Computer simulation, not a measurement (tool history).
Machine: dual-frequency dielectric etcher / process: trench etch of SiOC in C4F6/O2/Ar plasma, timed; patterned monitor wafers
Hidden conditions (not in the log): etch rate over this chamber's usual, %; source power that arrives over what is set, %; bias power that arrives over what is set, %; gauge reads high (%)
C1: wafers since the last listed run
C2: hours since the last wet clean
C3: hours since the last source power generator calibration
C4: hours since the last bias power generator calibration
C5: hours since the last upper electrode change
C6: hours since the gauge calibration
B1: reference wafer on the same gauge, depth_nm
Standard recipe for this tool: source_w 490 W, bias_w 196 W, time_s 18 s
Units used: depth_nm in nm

{"run": 1, "hour": 0.0, "source_w": 490, "bias_w": 183, "time_s": 18, "C1": 0, "C2": 218.4, "C3": 1786.1, "C4": 3250.3, "C5": 5060.1, "C6": 274.1, "B1": 36.61, "depth_nm": 42.92}
{"run": 2, "hour": 34.6, "source_w": 490, "bias_w": 183, "time_s": 18, "C1": 331, "C2": 253, "C3": 1820.7, "C4": 3284.9, "C5": 5094.7, "C6": 308.7, "B1": 36.6, "depth_nm": 43.01}
{"run": 3, "hour": 54.2, "source_w": 490, "bias_w": 196, "time_s": 18, "C1": 187, "C2": 272.6, "C3": 1840.3, "C4": 3304.5, "C5": 5114.3, "C6": 328.3, "B1": 36.61, "depth_nm": 44.02}
{"run": 4, "hour": 81.3, "source_w": 490, "bias_w": 196, "time_s": 18, "C1": 259, "C2": 299.7, "C3": 1867.4, "C4": 3331.6, "C5": 5141.4, "C6": 355.4, "B1": 36.61, "depth_nm": 44.21}
{"run": 5, "hour": 107.7, "source_w": 490, "bias_w": 196, "time_s": 18, "C1": 252, "C2": 326.1, "C3": 1893.8, "C4": 3358, "C5": 5167.8, "C6": 381.8, "B1": 36.61, "depth_nm": 44.13}
{"run": 6, "hour": 139.5, "source_w": 490, "bias_w": 196, "time_s": 21.5, "C1": 304, "C2": 357.9, "C3": 1925.6, "C4": 3389.8, "C5": 5199.6, "C6": 413.6, "B1": 36.63, "depth_nm": 53.16}
{"run": 7, "hour": 164.5, "source_w": 490, "bias_w": 196, "time_s": 18, "C1": 239, "C2": 382.9, "C3": 1950.6, "C4": 3414.8, "C5": 5224.6, "C6": 438.6, "B1": 36.61, "depth_nm": 44.19}
{"run": 8, "hour": 191.9, "source_w": 490, "bias_w": 196, "time_s": 18, "C1": 262, "C2": 410.3, "C3": 1978, "C4": 3442.2, "C5": 5252, "C6": 466, "B1": 36.6, "depth_nm": 44.46}
{"run": 9, "hour": 206.4, "source_w": 490, "bias_w": 196, "time_s": 18, "C1": 138, "C2": 424.8, "C3": 1992.5, "C4": 3456.7, "C5": 5266.5, "C6": 480.5, "B1": 36.61, "depth_nm": 44.47}
{"run": 10, "hour": 236.7, "source_w": 490, "bias_w": 196, "time_s": 18, "C1": 290, "C2": 455.1, "C3": 2022.8, "C4": 3487, "C5": 5296.8, "C6": 510.8, "B1": 36.62, "depth_nm": 44.43}
{"hour": 296.8, "done": "wet clean of the chamber"}
{"run": 11, "hour": 307.5, "source_w": 490, "bias_w": 196, "time_s": 18, "C1": 448, "C2": 10.7, "C3": 2093.6, "C4": 3557.8, "C5": 5367.6, "C6": 581.6, "B1": 36.59, "depth_nm": 43.57}
{"run": 12, "hour": 339.3, "source_w": 490, "bias_w": 196, "time_s": 18, "C1": 304, "C2": 42.5, "C3": 2125.4, "C4": 3589.6, "C5": 5399.4, "C6": 613.4, "B1": 36.59, "depth_nm": 43.48}
{"run": 13, "hour": 367.6, "source_w": 490, "bias_w": 196, "time_s": 18, "C1": 271, "C2": 70.8, "C3": 2153.7, "C4": 3617.9, "C5": 5427.7, "C6": 641.7, "B1": 36.6, "depth_nm": 43.66}
{"run": 14, "hour": 396.3, "source_w": 490, "bias_w": 196, "time_s": 18, "C1": 274, "C2": 99.5, "C3": 2182.4, "C4": 3646.6, "C5": 5456.4, "C6": 670.4, "B1": 36.62, "depth_nm": 43.63}
{"run": 15, "hour": 416.1, "source_w": 490, "bias_w": 196, "time_s": 20, "C1": 189, "C2": 119.3, "C3": 2202.2, "C4": 3666.4, "C5": 5476.2, "C6": 690.2, "B1": 36.58, "depth_nm": 48.39}
{"run": 16, "hour": 443.7, "source_w": 560, "bias_w": 212, "time_s": 16, "C1": 264, "C2": 146.9, "C3": 2229.8, "C4": 3694, "C5": 5503.8, "C6": 717.8, "B1": 36.59, "depth_nm": 41.61}
{"run": 17, "hour": 456.8, "source_w": 590, "bias_w": 236, "time_s": 22, "C1": 125, "C2": 160, "C3": 2242.9, "C4": 3707.1, "C5": 5516.9, "C6": 730.9, "B1": 36.59, "depth_nm": 60.38}
{"hour": 463.7, "done": "bias power generator calibrated"}
{"run": 18, "hour": 487.9, "source_w": 450, "bias_w": 230, "time_s": 18, "C1": 259, "C2": 191.1, "C3": 2274, "C4": 24.2, "C5": 5548, "C6": 762, "B1": 36.61, "depth_nm": 45.15}
{"hour": 517.0, "done": "source power generator calibrated"}
{"hour": 517.4, "done": "gauge calibrated"}
{"run": 19, "hour": 522.8, "source_w": 370, "bias_w": 217, "time_s": 20.5, "C1": 296, "C2": 226, "C3": 5.8, "C4": 59.1, "C5": 5582.9, "C6": 5.4, "B1": 36.6, "depth_nm": 47.75}
{"hour": 550.7, "done": "upper electrode replaced"}
{"run": 20, "hour": 553.4, "source_w": 490, "bias_w": 241, "time_s": 18, "C1": 63, "C2": 256.6, "C3": 36.4, "C4": 89.7, "C5": 2.7, "C6": 36, "B1": 36.59, "depth_nm": 47.46}
{"run": 21, "hour": 618.9, "source_w": 490, "bias_w": 196, "time_s": 22.5, "C1": 627, "C2": 322.1, "C3": 101.9, "C4": 155.2, "C5": 68.2, "C6": 101.5, "B1": 36.61, "depth_nm": 55.32}
{"run": 22, "hour": 646.3, "source_w": 490, "bias_w": 196, "time_s": 18, "C1": 262, "C2": 349.5, "C3": 129.3, "C4": 182.6, "C5": 95.6, "C6": 128.9, "B1": 36.61, "depth_nm": 44.08}
{"run": 23, "hour": 681.5, "source_w": 490, "bias_w": 168, "time_s": 18, "C1": 337, "C2": 384.7, "C3": 164.5, "C4": 217.8, "C5": 130.8, "C6": 164.1, "B1": 36.6, "depth_nm": 41.88}
{"run": 24, "hour": 699.0, "source_w": 490, "bias_w": 196, "time_s": 18, "C1": 167, "C2": 402.2, "C3": 182, "C4": 235.3, "C5": 148.3, "C6": 181.6, "B1": 36.59, "depth_nm": 44.23}

Below are 4 alternative next runs, each starting from the tool's condition after run 24. Predict each:
{"run": "A", "hour": 699.4, "source_w": 490, "bias_w": 196, "time_s": 12.5, "C1": 3, "C2": 402.6, "C3": 182.4, "C4": 235.7, "C5": 148.7, "C6": 182, "B1": "?", "depth_nm": "?"}
{"run": "B", "hour": 699.4, "source_w": 380, "bias_w": 166, "time_s": 14, "C1": 3, "C2": 402.6, "C3": 182.4, "C4": 235.7, "C5": 148.7, "C6": 182, "B1": "?", "depth_nm": "?"}
{"run": "C", "hour": 699.4, "source_w": 590, "bias_w": 182, "time_s": 21, "C1": 3, "C2": 402.6, "C3": 182.4, "C4": 235.7, "C5": 148.7, "C6": 182, "B1": "?", "depth_nm": "?"}
{"run": "D", "hour": 699.4, "source_w": 380, "bias_w": 157, "time_s": 18, "C1": 3, "C2": 402.6, "C3": 182.4, "C4": 235.7, "C5": 148.7, "C6": 182, "B1": "?", "depth_nm": "?"}

run=A B1=36.59 depth_nm=30.61
run=B B1=36.59 depth_nm=30.03
run=C B1=36.59 depth_nm=53.01
run=D B1=36.59 depth_nm=37.86
The same runs, with their run-to-run variation unchanged, on a tool lacking any hidden condition would have given:
run=A depth_nm=30.1
run=B depth_nm=29.53
run=C depth_nm=52.12
run=D depth_nm=37.23
